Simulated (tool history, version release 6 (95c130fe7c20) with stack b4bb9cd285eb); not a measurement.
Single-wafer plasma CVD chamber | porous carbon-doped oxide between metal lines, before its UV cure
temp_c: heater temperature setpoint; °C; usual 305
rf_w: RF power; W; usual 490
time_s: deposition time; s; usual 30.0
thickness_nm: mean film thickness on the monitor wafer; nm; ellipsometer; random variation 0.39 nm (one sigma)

| run | hour | temp_c | rf_w | time_s | read-back reference wafer on the same gauge, thickness_nm | thickness_nm |
|---|---|---|---|---|---|---|
| 1 | 0.0 | 305 | 490 | 30.0 | 170.368 | 161.183 |
| 2 | 82.4 | 305 | 490 | 30.0 | 170.876 | 162.492 |
| 3 | 103.4 | 305 | 490 | 30.0 | 171.137 | 162.077 |
| 4 | 116.2 | 298 | 525 | 30.0 | 171.265 | 175.523 |
|  | 132.7 | gauge calibrated |
|  | 150.5 | thermocouple changed; heater temperature recalibrated |
|  | 157.2 | RF generator calibrated |
| 5 | 157.7 | 298 | 525 | 30.0 | 170.181 | 174.313 |
| 6 | 168.2 | 298 | 525 | 30.0 | 170.169 | 174.794 |
| 7 | 196.7 | 305 | 490 | 30.0 | 170.218 | 161.047 |
| 8 | 219.1 | 305 | 490 | 30.0 | 170.308 | 162.275 |
|  | 227.7 | showerhead replaced |
| 9 | 252.0 | 315 | 460 | 32.6 | 170.495 | 160.115 |
| 10 | 264.3 | 298 | 440 | 33.9 | 170.676 | 178.666 |
| 11 | 285.5 | 305 | 490 | 30.0 | 170.719 | 161.638 |
| 12 | 316.6 | 305 | 490 | 33.1 | 171.033 | 178.109 |
|  | 339.5 | gauge calibrated |
| 13 | 340.1 | 311 | 545 | 35.8 | 169.761 | 195.842 |
| 14 | 375.3 | 316 | 490 | 27.2 | 169.792 | 137.919 |
| 15 | 405.3 | 305 | 490 | 30.0 | 169.970 | 161.406 |
| 16 | 434.9 | 295 | 585 | 27.0 | 170.014 | 169.548 |

Forecast each of these 3 alternatives for the next run:
| A | 435.3 | 305 | 490 | 30.0 | ? | ? |
| B | 435.3 | 297 | 535 | 26.7 | ? | ? |
| C | 435.3 | 316 | 425 | 35.9 | ? | ? |

| run | read-back reference wafer on the same gauge, thickness_nm | thickness_nm |
|---|---|---|
| A | 170.022 | 161.416 |
| B | 170.022 | 158.337 |
| C | 170.022 | 167.031 |
Without the tool's hidden state the same runs would have given:
| run | thickness_nm |
|---|---|
| A | 161.459 |
| B | 158.379 |
| C | 167.075 |
